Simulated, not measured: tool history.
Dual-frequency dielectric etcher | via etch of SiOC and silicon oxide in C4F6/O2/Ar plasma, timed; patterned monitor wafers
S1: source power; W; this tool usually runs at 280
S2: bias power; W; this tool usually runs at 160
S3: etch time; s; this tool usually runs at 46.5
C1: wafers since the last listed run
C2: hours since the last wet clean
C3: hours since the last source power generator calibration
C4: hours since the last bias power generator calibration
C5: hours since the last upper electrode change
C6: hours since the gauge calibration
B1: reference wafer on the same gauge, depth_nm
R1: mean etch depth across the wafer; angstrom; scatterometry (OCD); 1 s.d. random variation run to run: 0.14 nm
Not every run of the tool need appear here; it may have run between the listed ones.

run	day	S1	S2	S3	C1	C2	C3	C4	C5	C6	B1	R1
1	0.000	280	160	46.5	0	496.4	3153.6	2021.7	4672.0	1574.4	48.03	470.7
2	2.212	280	160	46.5	653	549.5	3206.7	2074.8	4725.1	1627.5	47.99	473.8
# day 3.646: gauge calibrated
3	4.896	280	160	46.5	792	613.9	3271.1	2139.2	4789.5	30.0	48.00	476.2
# day 6.000: wet clean of the chamber
4	8.762	280	160	46.5	846	66.3	3363.9	2232.0	4882.3	122.8	47.98	464.9
5	11.825	280	160	46.5	904	139.8	3437.4	2305.5	4955.8	196.3	48.01	465.6
6	14.671	280	160	46.5	840	208.1	3505.7	2373.8	5024.1	264.6	48.04	465.7
7	17.762	280	160	46.5	913	282.3	3579.9	2448.0	5098.3	338.8	47.99	473.1
8	19.442	280	160	46.5	496	322.6	3620.2	2488.3	5138.6	379.1	48.00	470.5
# day 31.292: wet clean of the chamber
9	31.312	280	160	55.0	3211	0.5	3905.1	2773.2	5423.5	664.0	47.97	540.3
10	33.075	280	160	55.0	520	42.8	3947.4	2815.5	5465.8	706.3	48.01	541.4
11	35.612	280	160	55.0	749	103.7	4008.3	2876.4	5526.7	767.2	48.00	544.1
# day 36.558: source power generator calibrated
12	39.650	280	160	54.0	1143	200.6	74.2	2973.3	5623.6	864.1	47.96	538.8
# day 40.429: bias power generator calibrated
13	43.450	280	160	39.0	1073	291.8	165.4	72.5	5714.8	955.3	47.97	384.5
14	46.225	280	160	39.0	819	358.4	232.0	139.1	5781.4	1021.9	47.97	384.9
# day 48.571: upper electrode replaced
15	50.125	280	136	32.5	856	452.0	325.6	232.7	37.3	1115.5	48.00	305.6
16	53.183	230	178	46.5	903	525.4	399.0	306.1	110.7	1188.9	48.00	467.4
17	57.212	280	129	51.5	1190	622.1	495.7	402.8	207.4	1285.6	48.02	481.3
# day 59.921: wet clean of the chamber
18	62.779	280	160	46.5	1349	68.6	629.3	536.4	341.0	1419.2	48.00	458.4
19	66.379	310	198	46.5	1063	155.0	715.7	622.8	427.4	1505.6	48.01	508.7
20	68.646	320	160	38.0	669	209.4	770.1	677.2	481.8	1560.0	47.99	388.5
21	72.033	280	135	46.5	1000	290.7	851.4	758.5	563.1	1641.3	47.96	433.9
# day 73.029: gauge calibrated
22	74.204	280	122	34.0	641	342.8	903.5	810.6	615.2	28.2	48.02	307.1
23	78.154	280	160	54.0	1167	437.6	998.3	905.4	710.0	123.0	47.97	546.4
# day 82.462: wet clean of the chamber
24	82.483	250	160	40.0	983	0.5	1102.2	1009.3	813.9	226.9	48.01	382.2
25	83.354	280	160	46.5	257	21.4	1123.1	1030.2	834.8	247.8	47.97	455.1
26	85.975	280	160	46.5	774	84.3	1186.0	1093.1	897.7	310.7	47.97	458.4
27	89.604	280	160	46.5	1072	171.4	1273.1	1180.2	984.8	397.8	48.00	460.7
28	93.454	340	192	56.0	1137	263.8	1365.5	1272.6	1077.2	490.2	48.06	632.0
29	95.804	280	160	35.0	694	320.2	1421.9	1329.0	1133.6	546.6	47.97	350.2
30	97.850	340	150	46.5	604	369.3	1471.0	1378.1	1182.7	595.7	48.01	482.8

Consider 3 possible next runs. They are alternatives, not a sequence: every one starts from the tool as it was left by run 30. What does each give?
A	97.867	280	160	46.5	4	369.7	1471.4	1378.5	1183.1	596.1	?	?
B	97.867	210	147	46.5	4	369.7	1471.4	1378.5	1183.1	596.1	?	?
C	97.867	280	160	50.5	4	369.7	1471.4	1378.5	1183.1	596.1	?	?

run	B1	R1
A	47.98	468.0
B	47.98	423.7
C	47.98	508.2
Take away the tool's hidden state, keep each run's random variation, and the runs would have read:
run	R1
A	451.2
B	408.6
C	490.0
